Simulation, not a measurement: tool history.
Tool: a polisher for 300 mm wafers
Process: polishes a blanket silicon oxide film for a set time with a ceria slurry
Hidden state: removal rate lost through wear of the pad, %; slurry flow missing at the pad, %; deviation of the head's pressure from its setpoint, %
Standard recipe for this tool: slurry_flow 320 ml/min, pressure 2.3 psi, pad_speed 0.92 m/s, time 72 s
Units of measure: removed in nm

| run | hour | slurry_flow | pressure | pad_speed | time | wafers since the last listed run | wafers polished on this pad | hours since the slurry nozzle was cleaned | hours since the head pressure was calibrated | incoming thickness of the incoming film, nm | removed |
|---|---|---|---|---|---|---|---|---|---|---|---|
| 1 | 0.0 | 320 | 2.0 | 0.92 | 72 | 0 | 168 | 104.8 | 711.0 | 1183.0 | 221.1 |
| 2 | 14.9 | 320 | 2.0 | 0.92 | 72 | 129 | 298 | 119.7 | 725.9 | 1165.3 | 222.2 |
| 3 | 22.5 | 320 | 2.3 | 0.92 | 72 | 66 | 364 | 127.3 | 733.5 | 1149.1 | 246.3 |
| 4 | 32.7 | 320 | 2.3 | 0.92 | 72 | 88 | 453 | 137.5 | 743.7 | 1162.8 | 257.1 |
| 5 | 42.6 | 320 | 2.3 | 0.92 | 72 | 86 | 539 | 147.4 | 753.6 | 1170.2 | 252.9 |
| 6 | 59.5 | 320 | 2.3 | 0.92 | 72 | 147 | 686 | 164.3 | 770.5 | 1154.5 | 257.6 |
| 7 | 67.7 | 320 | 2.3 | 1.00 | 72 | 71 | 758 | 172.5 | 778.7 | 1164.6 | 270.4 |
| 8 | 73.9 | 320 | 2.3 | 1.00 | 72 | 53 | 812 | 178.7 | 784.9 | 1189.8 | 274.2 |
| 9 | 81.0 | 320 | 2.3 | 0.92 | 72 | 61 | 874 | 185.8 | 792.0 | 1165.9 | 250.6 |
|  | 91.5 | worn pad replaced by a new one |
| 10 | 93.6 | 320 | 2.3 | 0.92 | 72 | 74 | 18 | 198.4 | 804.6 | 1169.9 | 254.3 |
| 11 | 144.1 | 365 | 2.3 | 0.92 | 72 | 439 | 457 | 248.9 | 855.1 | 1167.0 | 255.8 |
| 12 | 150.5 | 320 | 2.3 | 0.92 | 72 | 55 | 513 | 255.3 | 861.5 | 1175.1 | 255.4 |
| 13 | 156.9 | 320 | 2.3 | 0.92 | 72 | 55 | 569 | 261.7 | 867.9 | 1164.8 | 251.5 |
| 14 | 171.4 | 320 | 2.3 | 0.92 | 72 | 126 | 695 | 276.2 | 882.4 | 1189.9 | 249.3 |
| 15 | 180.8 | 285 | 2.3 | 0.92 | 72 | 81 | 777 | 285.6 | 891.8 | 1191.3 | 250.1 |
| 16 | 193.4 | 320 | 2.3 | 0.92 | 72 | 109 | 886 | 298.2 | 904.4 | 1156.9 | 251.0 |
|  | 197.6 | worn pad replaced by a new one |
| 17 | 204.3 | 320 | 2.3 | 0.76 | 72 | 60 | 57 | 309.1 | 915.3 | 1166.9 | 211.5 |
| 18 | 218.7 | 320 | 2.3 | 0.84 | 57 | 125 | 183 | 323.5 | 929.7 | 1161.3 | 184.7 |
| 19 | 226.1 | 320 | 2.3 | 0.92 | 50 | 64 | 247 | 330.9 | 937.1 | 1182.6 | 174.8 |
| 20 | 237.1 | 320 | 2.3 | 0.92 | 93 | 95 | 343 | 341.9 | 948.1 | 1156.0 | 329.8 |
| 21 | 244.2 | 365 | 2.5 | 1.16 | 48 | 61 | 405 | 349.0 | 955.2 | 1172.5 | 230.7 |
| 22 | 261.6 | 410 | 2.0 | 0.74 | 60 | 151 | 556 | 366.4 | 972.6 | 1184.4 | 150.9 |
| 23 | 267.7 | 320 | 2.3 | 0.92 | 72 | 53 | 609 | 372.5 | 978.7 | 1176.1 | 251.3 |
| 24 | 277.7 | 385 | 1.9 | 1.06 | 88 | 87 | 697 | 382.5 | 988.7 | 1148.9 | 296.5 |
|  | 283.2 | worn pad replaced by a new one |
|  | 283.2 | head pressure recalibrated |
| 25 | 290.7 | 320 | 2.5 | 0.74 | 72 | 77 | 64 | 395.5 | 7.5 | 1170.6 | 225.2 |
| 26 | 308.1 | 320 | 2.6 | 0.92 | 72 | 151 | 216 | 412.9 | 24.9 | 1174.7 | 287.2 |
|  | 320.3 | slurry nozzle cleaned |
| 27 | 322.7 | 320 | 2.3 | 0.92 | 50 | 118 | 334 | 2.4 | 39.5 | 1170.3 | 170.8 |
| 28 | 333.4 | 320 | 2.3 | 0.92 | 72 | 93 | 428 | 13.1 | 50.2 | 1187.6 | 251.9 |
| 29 | 349.2 | 320 | 2.3 | 0.92 | 72 | 137 | 565 | 28.9 | 66.0 | 1163.5 | 252.5 |
| 30 | 358.4 | 320 | 2.3 | 0.92 | 72 | 80 | 645 | 38.1 | 75.2 | 1163.7 | 252.5 |
| 31 | 372.1 | 320 | 2.3 | 0.92 | 89 | 119 | 764 | 51.8 | 88.9 | 1165.2 | 304.0 |
|  | 382.5 | worn pad replaced by a new one |
| 32 | 385.0 | 320 | 2.3 | 0.92 | 72 | 77 | 21 | 64.7 | 101.8 | 1185.2 | 253.0 |
| 33 | 401.0 | 320 | 2.6 | 0.70 | 72 | 139 | 160 | 80.7 | 117.8 | 1173.4 | 218.6 |
| 34 | 417.1 | 320 | 2.3 | 0.92 | 94 | 140 | 300 | 96.8 | 133.9 | 1176.1 | 328.1 |
| 35 | 423.3 | 380 | 2.5 | 0.92 | 53 | 53 | 354 | 103.0 | 140.1 | 1175.6 | 201.6 |
| 36 | 433.2 | 390 | 2.3 | 0.92 | 72 | 86 | 440 | 112.9 | 150.0 | 1176.9 | 256.6 |

What differs in the tool's unlogged condition from the final listed run ahead of each entry between runs to the first listed run following it?
From run 9 to run 10: worn pad replaced by a new one (hour 91.5)
  nothing in the hidden state changes from one run to the other
From run 16 to run 17: worn pad replaced by a new one (hour 197.6)
  nothing in the hidden state changes from one run to the other
From run 24 to run 25: worn pad replaced by a new one (hour 283.2); head pressure recalibrated (hour 283.2)
  nothing in the hidden state changes from one run to the other
From run 26 to run 27: slurry nozzle cleaned (hour 320.3)
  nothing in the hidden state changes from one run to the other
From run 31 to run 32: worn pad replaced by a new one (hour 382.5)
  nothing in the hidden state changes from one run to the other
